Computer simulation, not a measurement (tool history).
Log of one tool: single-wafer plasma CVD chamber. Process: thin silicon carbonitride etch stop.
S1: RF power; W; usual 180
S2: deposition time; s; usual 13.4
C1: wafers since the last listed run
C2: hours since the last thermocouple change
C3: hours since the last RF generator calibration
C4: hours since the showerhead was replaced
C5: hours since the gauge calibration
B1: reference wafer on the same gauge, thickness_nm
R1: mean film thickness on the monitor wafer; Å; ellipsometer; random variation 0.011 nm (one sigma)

{"run": 1, "hour": 0.0, "S1": 180, "S2": 12.3, "C1": 0, "C2": 461.9, "C3": 727.4, "C4": 6544.1, "C5": 1402.3, "B1": 6.885, "R1": 65.56}
{"run": 2, "hour": 93.0, "S1": 180, "S2": 12.3, "C1": 3719, "C2": 554.9, "C3": 820.4, "C4": 6637.1, "C5": 1495.3, "B1": 6.879, "R1": 65.57}
{"run": 3, "hour": 193.9, "S1": 180, "S2": 13.4, "C1": 4035, "C2": 655.8, "C3": 921.3, "C4": 6738, "C5": 1596.2, "B1": 6.881, "R1": 71.73}
{"run": 4, "hour": 286.7, "S1": 200, "S2": 13.4, "C1": 3711, "C2": 748.6, "C3": 1014.1, "C4": 6830.8, "C5": 1689, "B1": 6.881, "R1": 73.49}
{"run": 5, "hour": 394.3, "S1": 200, "S2": 13.4, "C1": 4303, "C2": 856.2, "C3": 1121.7, "C4": 6938.4, "C5": 1796.6, "B1": 6.876, "R1": 73.39}
{"run": 6, "hour": 477.8, "S1": 200, "S2": 13.4, "C1": 3339, "C2": 939.7, "C3": 1205.2, "C4": 7021.9, "C5": 1880.1, "B1": 6.877, "R1": 73.41}
{"run": 7, "hour": 523.7, "S1": 180, "S2": 13.4, "C1": 1835, "C2": 985.6, "C3": 1251.1, "C4": 7067.8, "C5": 1926, "B1": 6.878, "R1": 71.48}
{"run": 8, "hour": 623.5, "S1": 180, "S2": 13.4, "C1": 3991, "C2": 1085.4, "C3": 1350.9, "C4": 7167.6, "C5": 2025.8, "B1": 6.88, "R1": 71.51}
{"run": 9, "hour": 722.1, "S1": 180, "S2": 13.4, "C1": 3943, "C2": 1184, "C3": 1449.5, "C4": 7266.2, "C5": 2124.4, "B1": 6.882, "R1": 71.29}
{"run": 10, "hour": 788.2, "S1": 160, "S2": 13.4, "C1": 2643, "C2": 1250.1, "C3": 1515.6, "C4": 7332.3, "C5": 2190.5, "B1": 6.88, "R1": 69.22}
{"hour": 800.7, "done": "thermocouple changed; heater temperature recalibrated"}
{"run": 11, "hour": 890.8, "S1": 160, "S2": 13.4, "C1": 3783, "C2": 90.1, "C3": 1618.2, "C4": 7434.9, "C5": 2293.1, "B1": 6.879, "R1": 69.25}
{"run": 12, "hour": 933.7, "S1": 160, "S2": 13.4, "C1": 1715, "C2": 133, "C3": 1661.1, "C4": 7477.8, "C5": 2336, "B1": 6.877, "R1": 69.22}
{"hour": 1003.8, "done": "RF generator calibrated"}
{"run": 13, "hour": 1015.2, "S1": 180, "S2": 13.4, "C1": 2939, "C2": 214.5, "C3": 11.4, "C4": 7559.3, "C5": 2417.5, "B1": 6.877, "R1": 72.21}
{"run": 14, "hour": 1091.4, "S1": 180, "S2": 13.4, "C1": 3047, "C2": 290.7, "C3": 87.6, "C4": 7635.5, "C5": 2493.7, "B1": 6.882, "R1": 71.9}
{"hour": 1148.0, "done": "showerhead replaced"}
{"run": 15, "hour": 1164.9, "S1": 180, "S2": 13.4, "C1": 2619, "C2": 364.2, "C3": 161.1, "C4": 16.9, "C5": 2567.2, "B1": 6.877, "R1": 71.81}
{"run": 16, "hour": 1214.1, "S1": 180, "S2": 12.5, "C1": 1967, "C2": 413.4, "C3": 210.3, "C4": 66.1, "C5": 2616.4, "B1": 6.876, "R1": 67.14}
{"run": 17, "hour": 1306.0, "S1": 180, "S2": 12.5, "C1": 3675, "C2": 505.3, "C3": 302.2, "C4": 158, "C5": 2708.3, "B1": 6.876, "R1": 66.94}
{"run": 18, "hour": 1402.2, "S1": 160, "S2": 11, "C1": 3847, "C2": 601.5, "C3": 398.4, "C4": 254.2, "C5": 2804.5, "B1": 6.881, "R1": 57.05}
{"run": 19, "hour": 1464.2, "S1": 180, "S2": 13.4, "C1": 2479, "C2": 663.5, "C3": 460.4, "C4": 316.2, "C5": 2866.5, "B1": 6.881, "R1": 71.69}
{"run": 20, "hour": 1501.5, "S1": 195, "S2": 13.4, "C1": 1491, "C2": 700.8, "C3": 497.7, "C4": 353.5, "C5": 2903.8, "B1": 6.881, "R1": 72.96}
{"hour": 1521.4, "done": "gauge calibrated"}
{"run": 21, "hour": 1604.5, "S1": 200, "S2": 15.2, "C1": 4119, "C2": 803.8, "C3": 600.7, "C4": 456.5, "C5": 83.1, "B1": 6.88, "R1": 83.36}
{"run": 22, "hour": 1691.9, "S1": 165, "S2": 15.3, "C1": 3495, "C2": 891.2, "C3": 688.1, "C4": 543.9, "C5": 170.5, "B1": 6.883, "R1": 79.85}
{"run": 23, "hour": 1778.9, "S1": 190, "S2": 15.5, "C1": 3479, "C2": 978.2, "C3": 775.1, "C4": 630.9, "C5": 257.5, "B1": 6.88, "R1": 83.91}
{"run": 24, "hour": 1834.2, "S1": 165, "S2": 11.8, "C1": 2211, "C2": 1033.5, "C3": 830.4, "C4": 686.2, "C5": 312.8, "B1": 6.879, "R1": 61.5}
{"run": 25, "hour": 1916.7, "S1": 190, "S2": 14.8, "C1": 3299, "C2": 1116, "C3": 912.9, "C4": 768.7, "C5": 395.3, "B1": 6.882, "R1": 79.89}
{"run": 26, "hour": 1996.2, "S1": 210, "S2": 12.2, "C1": 3179, "C2": 1195.5, "C3": 992.4, "C4": 848.2, "C5": 474.8, "B1": 6.877, "R1": 67.6}
{"hour": 2059.6, "done": "thermocouple changed; heater temperature recalibrated"}
{"run": 27, "hour": 2060.1, "S1": 180, "S2": 13.4, "C1": 2235, "C2": 0.5, "C3": 1056.3, "C4": 912.1, "C5": 538.7, "B1": 6.878, "R1": 71.32}
{"run": 28, "hour": 2164.1, "S1": 210, "S2": 11.2, "C1": 4159, "C2": 104.5, "C3": 1160.3, "C4": 1016.1, "C5": 642.7, "B1": 6.881, "R1": 62.2}
{"run": 29, "hour": 2208.2, "S1": 200, "S2": 11.3, "C1": 1763, "C2": 148.6, "C3": 1204.4, "C4": 1060.2, "C5": 686.8, "B1": 6.88, "R1": 61.75}
{"run": 30, "hour": 2307.2, "S1": 180, "S2": 13.4, "C1": 3959, "C2": 247.6, "C3": 1303.4, "C4": 1159.2, "C5": 785.8, "B1": 6.88, "R1": 71.22}
{"run": 31, "hour": 2386.3, "S1": 195, "S2": 14.9, "C1": 3163, "C2": 326.7, "C3": 1382.5, "C4": 1238.3, "C5": 864.9, "B1": 6.884, "R1": 81}
{"run": 32, "hour": 2473.2, "S1": 200, "S2": 12.6, "C1": 3475, "C2": 413.6, "C3": 1469.4, "C4": 1325.2, "C5": 951.8, "B1": 6.883, "R1": 68.93}
{"run": 33, "hour": 2569.9, "S1": 150, "S2": 14.5, "C1": 3867, "C2": 510.3, "C3": 1566.1, "C4": 1421.9, "C5": 1048.5, "B1": 6.881, "R1": 73.78}
{"run": 34, "hour": 2639.3, "S1": 205, "S2": 13.4, "C1": 2775, "C2": 579.7, "C3": 1635.5, "C4": 1491.3, "C5": 1117.9, "B1": 6.882, "R1": 73.79}

5 ways to go on from here, each from the tool as it stands after run 34. What would each give?
{"run": "A", "hour": 2639.7, "S1": 180, "S2": 13.4, "C1": 15, "C2": 580.1, "C3": 1635.9, "C4": 1491.7, "C5": 1118.3, "B1": "?", "R1": "?"}
{"run": "B", "hour": 2639.7, "S1": 210, "S2": 16, "C1": 15, "C2": 580.1, "C3": 1635.9, "C4": 1491.7, "C5": 1118.3, "B1": "?", "R1": "?"}
{"run": "C", "hour": 2639.7, "S1": 210, "S2": 15.3, "C1": 15, "C2": 580.1, "C3": 1635.9, "C4": 1491.7, "C5": 1118.3, "B1": "?", "R1": "?"}
{"run": "D", "hour": 2639.7, "S1": 205, "S2": 14.5, "C1": 15, "C2": 580.1, "C3": 1635.9, "C4": 1491.7, "C5": 1118.3, "B1": "?", "R1": "?"}
{"run": "E", "hour": 2639.7, "S1": 160, "S2": 12, "C1": 15, "C2": 580.1, "C3": 1635.9, "C4": 1491.7, "C5": 1118.3, "B1": "?", "R1": "?"}

run=A B1=6.879 R1=71.3
run=B B1=6.879 R1=88.66
run=C B1=6.879 R1=84.78
run=D B1=6.879 R1=79.84
run=E B1=6.879 R1=61.93
Without the tool's hidden state the same runs would have given:
run=A R1=72.29
run=B R1=89.89
run=C R1=85.96
run=D R1=80.94
run=E R1=62.79
